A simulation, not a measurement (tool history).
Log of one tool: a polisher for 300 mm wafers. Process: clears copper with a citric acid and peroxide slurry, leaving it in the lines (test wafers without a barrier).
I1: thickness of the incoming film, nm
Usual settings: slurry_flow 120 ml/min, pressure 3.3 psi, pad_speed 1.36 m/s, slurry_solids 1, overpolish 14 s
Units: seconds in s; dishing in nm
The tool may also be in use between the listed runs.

run 1 hour=0 | slurry_flow=105 pressure=3.3 pad_speed=1.36 slurry_solids=1.15 overpolish=14 | I1=476.6 | seconds=181.4 dishing=26.9
run 2 hour=61.6 | slurry_flow=120 pressure=3.3 pad_speed=1.36 slurry_solids=1 overpolish=14 | I1=475.8 | seconds=187.9 dishing=25.3
-- hour=98 slurry nozzle cleaned
-- hour=125.5 worn pad replaced by a new one
run 3 hour=131.3 | slurry_flow=120 pressure=3.3 pad_speed=1.36 slurry_solids=1 overpolish=14 | I1=472.6 | seconds=160.6 dishing=28.1
-- hour=159.1 head pressure recalibrated
-- hour=199.8 slurry blender recalibrated
run 4 hour=225.2 | slurry_flow=120 pressure=3.3 pad_speed=1.36 slurry_solids=1 overpolish=14 | I1=474.7 | seconds=169.3 dishing=28.5
run 5 hour=287 | slurry_flow=120 pressure=3.3 pad_speed=1.36 slurry_solids=1 overpolish=14 | I1=463.8 | seconds=170.6 dishing=27.5
run 6 hour=325.4 | slurry_flow=120 pressure=3.3 pad_speed=1.36 slurry_solids=1 overpolish=14 | I1=469.8 | seconds=172.8 dishing=27.8
run 7 hour=370.6 | slurry_flow=120 pressure=3.3 pad_speed=1.36 slurry_solids=1 overpolish=14 | I1=462.3 | seconds=174.7 dishing=26.8
-- hour=413.9 slurry blender recalibrated
run 8 hour=422.2 | slurry_flow=120 pressure=3.3 pad_speed=1.36 slurry_solids=1 overpolish=14 | I1=467.7 | seconds=173.9 dishing=25.9
-- hour=457.8 head pressure recalibrated
-- hour=480.1 worn pad replaced by a new one
run 9 hour=485 | slurry_flow=120 pressure=3.3 pad_speed=1.36 slurry_solids=1 overpolish=14 | I1=465.6 | seconds=182.3 dishing=25.1
run 10 hour=545.5 | slurry_flow=120 pressure=3.3 pad_speed=1.36 slurry_solids=1 overpolish=14 | I1=470 | seconds=199.3 dishing=25.6
-- hour=576.6 slurry nozzle cleaned
run 11 hour=586.5 | slurry_flow=120 pressure=3.3 pad_speed=1.36 slurry_solids=1 overpolish=14 | I1=460.1 | seconds=157.4 dishing=27.7
-- hour=619 slurry blender recalibrated
run 12 hour=622.9 | slurry_flow=120 pressure=2.3 pad_speed=1.82 slurry_solids=1.15 overpolish=14 | I1=467.6 | seconds=172.3 dishing=27.6
run 13 hour=661.6 | slurry_flow=120 pressure=3.3 pad_speed=1.76 slurry_solids=1 overpolish=20 | I1=470.1 | seconds=131 dishing=47.6
run 14 hour=702.1 | slurry_flow=120 pressure=3.8 pad_speed=1.58 slurry_solids=0.85 overpolish=11 | I1=466.8 | seconds=128.3 dishing=28.6
run 15 hour=735.2 | slurry_flow=135 pressure=3.3 pad_speed=1.36 slurry_solids=0.9 overpolish=14 | I1=470.8 | seconds=168.1 dishing=27.8
-- hour=767.5 worn pad replaced by a new one, of another model than before
run 16 hour=768 | slurry_flow=120 pressure=2.9 pad_speed=1.36 slurry_solids=1 overpolish=14 | I1=471.7 | seconds=201.7 dishing=24
-- hour=779.7 head pressure recalibrated
run 17 hour=813.1 | slurry_flow=120 pressure=3.3 pad_speed=1.36 slurry_solids=1 overpolish=14 | I1=468.6 | seconds=189.6 dishing=24
-- hour=882.4 slurry blender recalibrated
run 18 hour=912.6 | slurry_flow=120 pressure=3.9 pad_speed=1.36 slurry_solids=1 overpolish=14 | I1=466.5 | seconds=225.3 dishing=22.1
run 19 hour=976.2 | slurry_flow=120 pressure=3.3 pad_speed=1.36 slurry_solids=1 overpolish=14 | I1=466.6 | seconds=321 dishing=16.2
-- hour=977.6 slurry nozzle cleaned
run 20 hour=1036.9 | slurry_flow=120 pressure=4.4 pad_speed=1.52 slurry_solids=1.2 overpolish=17 | I1=463.2 | seconds=134.5 dishing=40
-- hour=1079.1 head pressure recalibrated
run 21 hour=1082.7 | slurry_flow=120 pressure=3.3 pad_speed=1.36 slurry_solids=1 overpolish=10 | I1=462.5 | seconds=171.8 dishing=19.2
-- hour=1093 worn pad replaced by a new one
-- hour=1110.6 slurry blender recalibrated
run 22 hour=1111.1 | slurry_flow=80 pressure=2.7 pad_speed=1.2 slurry_solids=1 overpolish=14 | I1=474.2 | seconds=376.6 dishing=14.2

3 ways to go on from here, each from the tool as it stands after run 22. What would each give?
run A hour=1111.6 | slurry_flow=120 pressure=3.3 pad_speed=1.36 slurry_solids=1 overpolish=14 | I1=461.1 | seconds=? dishing=?
run B hour=1111.6 | slurry_flow=85 pressure=3.9 pad_speed=1.36 slurry_solids=0.75 overpolish=6 | I1=461.1 | seconds=? dishing=?
run C hour=1111.6 | slurry_flow=145 pressure=3.3 pad_speed=1.36 slurry_solids=1 overpolish=12 | I1=461.1 | seconds=? dishing=?

run=A seconds=184 dishing=27.3
run=B seconds=257.4 dishing=9.1
run=C seconds=167 dishing=25.9
Without the tool's hidden state the same runs would have given:
run=A seconds=160.5 dishing=30.7
run=B seconds=197.6 dishing=11.7
run=C seconds=150.9 dishing=28.3

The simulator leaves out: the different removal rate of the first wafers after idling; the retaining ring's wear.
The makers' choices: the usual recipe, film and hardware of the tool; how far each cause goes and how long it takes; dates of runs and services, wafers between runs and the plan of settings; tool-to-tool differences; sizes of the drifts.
